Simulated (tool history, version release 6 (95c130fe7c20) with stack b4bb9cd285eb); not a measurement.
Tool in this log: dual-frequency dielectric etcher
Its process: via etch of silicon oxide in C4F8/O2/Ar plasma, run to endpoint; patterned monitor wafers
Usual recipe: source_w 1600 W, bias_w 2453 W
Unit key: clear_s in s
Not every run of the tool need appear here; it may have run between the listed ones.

run     day  source_w  bias_w  incoming incoming film thickness, nm  clear_s
  1   0.000      1600    2453                                2279.1    452.7
  2   2.879      1600    2453                                2260.6    448.0
  3   5.150      1600    2453                                2267.7    446.2
  4   7.875      1600    2453                                2271.5    448.2
  5  10.842      1600    2453                                2289.8    445.5
  6  13.500      1600    2453                                2278.2    434.7
  7  15.092      1370    2453                                2269.3    461.1
  8  16.546      1600    2453                                2256.2    429.0
  9  19.392      1600    2453                                2283.7    441.3
 10  21.425      1320    2453                                2286.0    477.1
 11  23.792      1600    2453                                2272.2    427.3
     25.317  -- upper electrode replaced, of another model than before
     26.192  -- wet clean of the chamber
 12  26.462      1600    2453                                2255.4    450.7
 13  28.262      1600    2453                                2267.0    442.5
 14  29.896      1600    2909                                2265.7    416.0
 15  31.375      1600    2453                                2276.0    447.2
     32.467  -- bias power generator calibrated
     32.654  -- source power generator calibrated
 16  33.267      1490    2631                                2276.7    469.0
 17  35.608      1800    2032                                2278.9    438.3
 18  38.304      1300    2845                                2249.0    493.0
 19  41.212      1270    3036                                2272.9    499.7
 20  42.562      1700    2160                                2266.6    438.0
 21  45.542      1600    2453                                2261.1    435.0
 22  47.467      1600    1902                                2290.5    475.3

Branching from run 22: 5 alternative next runs. What would each branch give?
  A  47.488      1600    1856                                2265.1        ?
  B  47.488      1990    2453                                2265.1        ?
  C  47.488      1930    2453                                2265.1        ?
  D  47.488      1450    2201                                2265.1        ?
  E  47.488      1820    2613                                2265.1        ?

run  clear_s
  A    473.8
  B    369.9
  C    377.5
  D    485.1
  E    384.6
Had the tool no hidden state, the same runs would have come out as:
run  clear_s
  A    493.3
  B    385.1
  C    393.0
  D    505.0
  E    400.4
